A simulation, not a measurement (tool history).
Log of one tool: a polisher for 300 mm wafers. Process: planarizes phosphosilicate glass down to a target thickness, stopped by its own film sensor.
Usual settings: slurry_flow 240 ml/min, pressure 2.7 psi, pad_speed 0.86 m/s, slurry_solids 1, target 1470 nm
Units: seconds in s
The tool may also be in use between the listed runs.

| run | hour | slurry_flow | pressure | pad_speed | slurry_solids | target | incoming thickness of the incoming film, nm | seconds |
|---|---|---|---|---|---|---|---|---|
| 1 | 0 | 240 | 2.7 | 0.76 | 1 | 1470 | 2184.1 | 117 |
|  | 28.8 | conditioning disc replaced and pad reconditioned |
| 2 | 29.3 | 240 | 2.7 | 0.76 | 1 | 1470 | 2226 | 123.4 |
| 3 | 48 | 240 | 2.7 | 0.86 | 1 | 1470 | 2205.5 | 110.1 |
| 4 | 62.3 | 240 | 2.7 | 0.86 | 1 | 1470 | 2168.9 | 103.3 |
| 5 | 166.1 | 240 | 2.7 | 0.86 | 1 | 1470 | 2223.1 | 110.4 |
|  | 171 | worn pad replaced by a new one |
| 6 | 195.5 | 240 | 2.7 | 0.86 | 1 | 1470 | 2243.8 | 116.6 |
| 7 | 222.5 | 240 | 2.7 | 0.86 | 1 | 1625 | 2192.3 | 83.4 |
| 8 | 239.7 | 240 | 2.7 | 0.86 | 1 | 1470 | 2167.9 | 103.6 |
| 9 | 267.8 | 240 | 2.7 | 1 | 1 | 1470 | 2193.3 | 94.3 |
| 10 | 291.5 | 240 | 2.7 | 0.86 | 1 | 1340 | 2187.5 | 124.7 |
|  | 301.6 | head pressure recalibrated |
| 11 | 326.9 | 240 | 2.7 | 0.86 | 1 | 1340 | 2211.1 | 124 |
| 12 | 354 | 240 | 2.7 | 0.62 | 1 | 1470 | 2227 | 141.3 |
|  | 376.8 | worn pad replaced by a new one |
| 13 | 377.3 | 200 | 2.7 | 1.12 | 0.8 | 1541 | 2199.3 | 89.4 |
|  | 387.8 | slurry blender recalibrated |
| 14 | 396.8 | 240 | 2.7 | 0.86 | 1 | 1470 | 2186.2 | 103.2 |
|  | 405.1 | slurry nozzle cleaned |
| 15 | 426.7 | 240 | 2.7 | 0.86 | 0.7 | 1470 | 2194.2 | 135.4 |
| 16 | 458.8 | 215 | 2.3 | 0.98 | 1 | 1470 | 2237.3 | 116.2 |
| 17 | 487 | 240 | 2.7 | 0.86 | 1 | 1470 | 2198.9 | 106.2 |

The next listed run, before its measurement:
| 18 | 520.6 | 240 | 2.7 | 0.86 | 1 | 1340 | 2235.5 | ? |

{"run 18": {"seconds": 136.2}}
Without the tool's hidden state the same run would have given seconds 136.2 s.
